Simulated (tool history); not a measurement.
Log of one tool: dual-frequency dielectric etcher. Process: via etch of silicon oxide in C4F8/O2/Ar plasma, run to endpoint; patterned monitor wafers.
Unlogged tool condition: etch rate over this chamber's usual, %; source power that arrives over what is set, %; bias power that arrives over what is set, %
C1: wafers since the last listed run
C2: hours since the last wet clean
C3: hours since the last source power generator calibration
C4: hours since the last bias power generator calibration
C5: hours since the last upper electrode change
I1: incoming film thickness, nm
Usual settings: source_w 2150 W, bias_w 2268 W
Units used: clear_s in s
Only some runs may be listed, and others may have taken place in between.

{"run": 1, "hour": 0.0, "source_w": 2150, "bias_w": 2268, "C1": 0, "C2": 207.7, "C3": 2108.7, "C4": 2376.7, "C5": 3421.6, "I1": 1311.2, "clear_s": 251.4}
{"run": 2, "hour": 35.0, "source_w": 2150, "bias_w": 2268, "C1": 110, "C2": 242.7, "C3": 2143.7, "C4": 2411.7, "C5": 3456.6, "I1": 1332.2, "clear_s": 254.9}
{"run": 3, "hour": 62.0, "source_w": 2150, "bias_w": 2268, "C1": 85, "C2": 269.7, "C3": 2170.7, "C4": 2438.7, "C5": 3483.6, "I1": 1333.3, "clear_s": 257.2}
{"run": 4, "hour": 88.6, "source_w": 2150, "bias_w": 2268, "C1": 83, "C2": 296.3, "C3": 2197.3, "C4": 2465.3, "C5": 3510.2, "I1": 1313.5, "clear_s": 251.8}
{"run": 5, "hour": 117.6, "source_w": 2150, "bias_w": 2268, "C1": 91, "C2": 325.3, "C3": 2226.3, "C4": 2494.3, "C5": 3539.2, "I1": 1316.9, "clear_s": 254}
{"run": 6, "hour": 145.2, "source_w": 2150, "bias_w": 2268, "C1": 87, "C2": 352.9, "C3": 2253.9, "C4": 2521.9, "C5": 3566.8, "I1": 1321, "clear_s": 256.4}
{"run": 7, "hour": 177.2, "source_w": 2150, "bias_w": 2268, "C1": 100, "C2": 384.9, "C3": 2285.9, "C4": 2553.9, "C5": 3598.8, "I1": 1327.4, "clear_s": 256.8}
{"run": 8, "hour": 200.1, "source_w": 2290, "bias_w": 2268, "C1": 72, "C2": 407.8, "C3": 2308.8, "C4": 2576.8, "C5": 3621.7, "I1": 1321.4, "clear_s": 248.7}
{"run": 9, "hour": 227.3, "source_w": 2290, "bias_w": 2268, "C1": 85, "C2": 435, "C3": 2336, "C4": 2604, "C5": 3648.9, "I1": 1329.6, "clear_s": 251.6}
{"run": 10, "hour": 252.5, "source_w": 2290, "bias_w": 2268, "C1": 79, "C2": 460.2, "C3": 2361.2, "C4": 2629.2, "C5": 3674.1, "I1": 1312.1, "clear_s": 252.2}
{"hour": 296.5, "done": "wet clean of the chamber"}
{"run": 11, "hour": 297.0, "source_w": 2150, "bias_w": 2268, "C1": 64, "C2": 0.5, "C3": 2405.7, "C4": 2673.7, "C5": 3718.6, "I1": 1317.1, "clear_s": 243.8}
{"run": 12, "hour": 316.0, "source_w": 2150, "bias_w": 2268, "C1": 59, "C2": 19.5, "C3": 2424.7, "C4": 2692.7, "C5": 3737.6, "I1": 1313.9, "clear_s": 242.4}
{"run": 13, "hour": 334.6, "source_w": 2150, "bias_w": 2268, "C1": 58, "C2": 38.1, "C3": 2443.3, "C4": 2711.3, "C5": 3756.2, "I1": 1330.9, "clear_s": 246.7}
{"run": 14, "hour": 373.2, "source_w": 2510, "bias_w": 2510, "C1": 121, "C2": 76.7, "C3": 2481.9, "C4": 2749.9, "C5": 3794.8, "I1": 1332.4, "clear_s": 224.4}
{"run": 15, "hour": 404.2, "source_w": 2510, "bias_w": 2510, "C1": 97, "C2": 107.7, "C3": 2512.9, "C4": 2780.9, "C5": 3825.8, "I1": 1322.9, "clear_s": 221.6}
{"run": 16, "hour": 428.6, "source_w": 2510, "bias_w": 2510, "C1": 77, "C2": 132.1, "C3": 2537.3, "C4": 2805.3, "C5": 3850.2, "I1": 1328.2, "clear_s": 224.7}
{"run": 17, "hour": 463.7, "source_w": 2150, "bias_w": 2437, "C1": 110, "C2": 167.2, "C3": 2572.4, "C4": 2840.4, "C5": 3885.3, "I1": 1329.8, "clear_s": 241.9}
{"run": 18, "hour": 479.7, "source_w": 2150, "bias_w": 1891, "C1": 50, "C2": 183.2, "C3": 2588.4, "C4": 2856.4, "C5": 3901.3, "I1": 1325.1, "clear_s": 267.7}
{"run": 19, "hour": 498.6, "source_w": 1680, "bias_w": 2533, "C1": 59, "C2": 202.1, "C3": 2607.3, "C4": 2875.3, "C5": 3920.2, "I1": 1316.6, "clear_s": 274}
{"run": 20, "hour": 512.6, "source_w": 2150, "bias_w": 2268, "C1": 44, "C2": 216.1, "C3": 2621.3, "C4": 2889.3, "C5": 3934.2, "I1": 1325.9, "clear_s": 253.2}
{"run": 21, "hour": 546.9, "source_w": 2470, "bias_w": 2800, "C1": 108, "C2": 250.4, "C3": 2655.6, "C4": 2923.6, "C5": 3968.5, "I1": 1328.8, "clear_s": 219.4}
{"hour": 562.0, "done": "source power generator calibrated"}
{"run": 22, "hour": 564.2, "source_w": 2150, "bias_w": 2437, "C1": 41, "C2": 267.7, "C3": 2.2, "C4": 2940.9, "C5": 3985.8, "I1": 1315.7, "clear_s": 243.5}
{"run": 23, "hour": 581.1, "source_w": 2150, "bias_w": 2268, "C1": 53, "C2": 284.6, "C3": 19.1, "C4": 2957.8, "C5": 4002.7, "I1": 1335.1, "clear_s": 250.5}
{"hour": 611.8, "done": "upper electrode replaced"}
{"run": 24, "hour": 613.3, "source_w": 2150, "bias_w": 2268, "C1": 25, "C2": 316.8, "C3": 51.3, "C4": 2990, "C5": 1.5, "I1": 1325.1, "clear_s": 254.9}
{"run": 25, "hour": 643.4, "source_w": 2150, "bias_w": 2268, "C1": 94, "C2": 346.9, "C3": 81.4, "C4": 3020.1, "C5": 31.6, "I1": 1321.2, "clear_s": 253.2}
{"run": 26, "hour": 668.3, "source_w": 1690, "bias_w": 2674, "C1": 78, "C2": 371.8, "C3": 106.3, "C4": 3045, "C5": 56.5, "I1": 1310.8, "clear_s": 269.6}
{"run": 27, "hour": 699.7, "source_w": 2450, "bias_w": 2268, "C1": 99, "C2": 403.2, "C3": 137.7, "C4": 3076.4, "C5": 87.9, "I1": 1324.6, "clear_s": 238.7}
{"run": 28, "hour": 716.9, "source_w": 2150, "bias_w": 2268, "C1": 54, "C2": 420.4, "C3": 154.9, "C4": 3093.6, "C5": 105.1, "I1": 1322.3, "clear_s": 255.5}
{"run": 29, "hour": 735.3, "source_w": 1970, "bias_w": 1984, "C1": 58, "C2": 438.8, "C3": 173.3, "C4": 3112, "C5": 123.5, "I1": 1309.5, "clear_s": 277}
{"hour": 743.3, "done": "bias power generator calibrated"}
{"run": 30, "hour": 758.7, "source_w": 2600, "bias_w": 2663, "C1": 61, "C2": 462.2, "C3": 196.7, "C4": 15.4, "C5": 146.9, "I1": 1314.6, "clear_s": 218.9}
{"run": 31, "hour": 772.5, "source_w": 2150, "bias_w": 2676, "C1": 43, "C2": 476, "C3": 210.5, "C4": 29.2, "C5": 160.7, "I1": 1319.5, "clear_s": 239.9}
{"run": 32, "hour": 858.6, "source_w": 2500, "bias_w": 2420, "C1": 271, "C2": 562.1, "C3": 296.6, "C4": 115.3, "C5": 246.8, "I1": 1335.1, "clear_s": 236.5}
{"run": 33, "hour": 878.6, "source_w": 1700, "bias_w": 2268, "C1": 63, "C2": 582.1, "C3": 316.6, "C4": 135.3, "C5": 266.8, "I1": 1325.7, "clear_s": 290.8}
{"run": 34, "hour": 898.9, "source_w": 2010, "bias_w": 2268, "C1": 64, "C2": 602.4, "C3": 336.9, "C4": 155.6, "C5": 287.1, "I1": 1312.6, "clear_s": 269}
{"hour": 926.4, "done": "wet clean of the chamber"}
{"run": 35, "hour": 926.9, "source_w": 1630, "bias_w": 1806, "C1": 12, "C2": 0.5, "C3": 364.9, "C4": 183.6, "C5": 315.1, "I1": 1325, "clear_s": 312.2}
{"run": 36, "hour": 950.2, "source_w": 2010, "bias_w": 2465, "C1": 73, "C2": 23.8, "C3": 388.2, "C4": 206.9, "C5": 338.4, "I1": 1320.2, "clear_s": 248}

Branching from run 36: 3 alternative next runs. What would each branch give?
{"run": "A", "hour": 950.7, "source_w": 2150, "bias_w": 2268, "C1": 1, "C2": 24.3, "C3": 388.7, "C4": 207.4, "C5": 338.9, "I1": 1327.9, "clear_s": "?"}
{"run": "B", "hour": 950.7, "source_w": 1690, "bias_w": 1949, "C1": 1, "C2": 24.3, "C3": 388.7, "C4": 207.4, "C5": 338.9, "I1": 1327.9, "clear_s": "?"}
{"run": "C", "hour": 950.7, "source_w": 2660, "bias_w": 2268, "C1": 1, "C2": 24.3, "C3": 388.7, "C4": 207.4, "C5": 338.9, "I1": 1327.9, "clear_s": "?"}

run=A clear_s=247.2
run=B clear_s=295.1
run=C clear_s=222.8
Had the tool no hidden state, the same runs would have come out as:
run=A clear_s=246.7
run=B clear_s=294.5
run=C clear_s=222.3
